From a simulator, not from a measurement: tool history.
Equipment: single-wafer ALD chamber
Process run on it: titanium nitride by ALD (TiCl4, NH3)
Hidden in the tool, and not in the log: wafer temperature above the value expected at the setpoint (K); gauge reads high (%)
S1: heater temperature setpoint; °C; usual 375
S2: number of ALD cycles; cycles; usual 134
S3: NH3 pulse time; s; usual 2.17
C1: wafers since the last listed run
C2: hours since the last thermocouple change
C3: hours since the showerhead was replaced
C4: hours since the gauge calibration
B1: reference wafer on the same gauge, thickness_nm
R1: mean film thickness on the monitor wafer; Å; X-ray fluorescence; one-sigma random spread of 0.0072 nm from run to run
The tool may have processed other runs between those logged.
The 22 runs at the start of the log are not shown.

{"run": 23, "day": 63.917, "S1": 375, "S2": 119, "S3": 2.17, "C1": 102, "C2": 792.6, "C3": 5590.6, "C4": 2848.3, "B1": 3.159, "R1": 26.44}
{"run": 24, "day": 66.562, "S1": 361, "S2": 157, "S3": 2.17, "C1": 103, "C2": 856.1, "C3": 5654.1, "C4": 2911.8, "B1": 3.159, "R1": 33.76}
{"day": 69.146, "done": "gauge calibrated"}
{"run": 25, "day": 69.379, "S1": 375, "S2": 119, "S3": 2.7, "C1": 110, "C2": 923.7, "C3": 5721.7, "C4": 5.6, "B1": 3.079, "R1": 25.96}
{"run": 26, "day": 71.358, "S1": 375, "S2": 116, "S3": 2.73, "C1": 77, "C2": 971.2, "C3": 5769.2, "C4": 53.1, "B1": 3.081, "R1": 25.31}
{"day": 72.583, "done": "showerhead replaced"}
{"run": 27, "day": 73.088, "S1": 371, "S2": 134, "S3": 1.56, "C1": 54, "C2": 1012.7, "C3": 12.1, "C4": 94.6, "B1": 3.085, "R1": 28.29}
{"day": 74.375, "done": "thermocouple changed; heater temperature recalibrated"}
{"run": 28, "day": 75.779, "S1": 382, "S2": 123, "S3": 2.76, "C1": 92, "C2": 33.7, "C3": 76.7, "C4": 159.2, "B1": 3.091, "R1": 27.11}
{"run": 29, "day": 78.304, "S1": 380, "S2": 134, "S3": 2.87, "C1": 98, "C2": 94.3, "C3": 137.3, "C4": 219.8, "B1": 3.095, "R1": 29.53}
{"run": 30, "day": 79.575, "S1": 381, "S2": 152, "S3": 1.56, "C1": 49, "C2": 124.8, "C3": 167.8, "C4": 250.3, "B1": 3.097, "R1": 32.72}
{"run": 31, "day": 80.738, "S1": 383, "S2": 114, "S3": 1.49, "C1": 45, "C2": 152.7, "C3": 195.7, "C4": 278.2, "B1": 3.098, "R1": 24.66}
{"run": 32, "day": 81.792, "S1": 375, "S2": 119, "S3": 2.17, "C1": 41, "C2": 178, "C3": 221, "C4": 303.5, "B1": 3.1, "R1": 25.84}
{"run": 33, "day": 84.125, "S1": 389, "S2": 134, "S3": 2.17, "C1": 91, "C2": 234, "C3": 277, "C4": 359.5, "B1": 3.103, "R1": 29.61}
{"run": 34, "day": 85.838, "S1": 369, "S2": 134, "S3": 2.17, "C1": 67, "C2": 275.1, "C3": 318.1, "C4": 400.6, "B1": 3.105, "R1": 28.94}
{"run": 35, "day": 90.012, "S1": 375, "S2": 134, "S3": 2.17, "C1": 163, "C2": 375.3, "C3": 418.3, "C4": 500.8, "B1": 3.109, "R1": 29.35}
{"run": 36, "day": 91.442, "S1": 375, "S2": 134, "S3": 2.17, "C1": 56, "C2": 409.6, "C3": 452.6, "C4": 535.1, "B1": 3.114, "R1": 29.26}
{"run": 37, "day": 93.262, "S1": 375, "S2": 134, "S3": 2.17, "C1": 71, "C2": 453.3, "C3": 496.3, "C4": 578.8, "B1": 3.113, "R1": 29.27}
{"run": 38, "day": 95.688, "S1": 388, "S2": 154, "S3": 2.9, "C1": 95, "C2": 511.5, "C3": 554.5, "C4": 637, "B1": 3.118, "R1": 34.41}
{"run": 39, "day": 100.171, "S1": 375, "S2": 134, "S3": 2.17, "C1": 175, "C2": 619.1, "C3": 662.1, "C4": 744.6, "B1": 3.122, "R1": 29.34}
{"run": 40, "day": 102.658, "S1": 375, "S2": 134, "S3": 2.17, "C1": 97, "C2": 678.8, "C3": 721.8, "C4": 804.3, "B1": 3.124, "R1": 29.34}

Forecast each of these 3 alternatives for the next run:
{"run": "A", "day": 102.688, "S1": 375, "S2": 134, "S3": 1.59, "C1": 1, "C2": 679.5, "C3": 722.5, "C4": 805, "B1": "?", "R1": "?"}
{"run": "B", "day": 102.688, "S1": 375, "S2": 146, "S3": 2.17, "C1": 1, "C2": 679.5, "C3": 722.5, "C4": 805, "B1": "?", "R1": "?"}
{"run": "C", "day": 102.688, "S1": 375, "S2": 134, "S3": 2.78, "C1": 1, "C2": 679.5, "C3": 722.5, "C4": 805, "B1": "?", "R1": "?"}

run=A B1=3.124 R1=29.06
run=B B1=3.124 R1=32.08
run=C B1=3.124 R1=29.75
Without the tool's hidden state the same runs would have given:
run=A R1=28.65
run=B R1=31.63
run=C R1=29.33

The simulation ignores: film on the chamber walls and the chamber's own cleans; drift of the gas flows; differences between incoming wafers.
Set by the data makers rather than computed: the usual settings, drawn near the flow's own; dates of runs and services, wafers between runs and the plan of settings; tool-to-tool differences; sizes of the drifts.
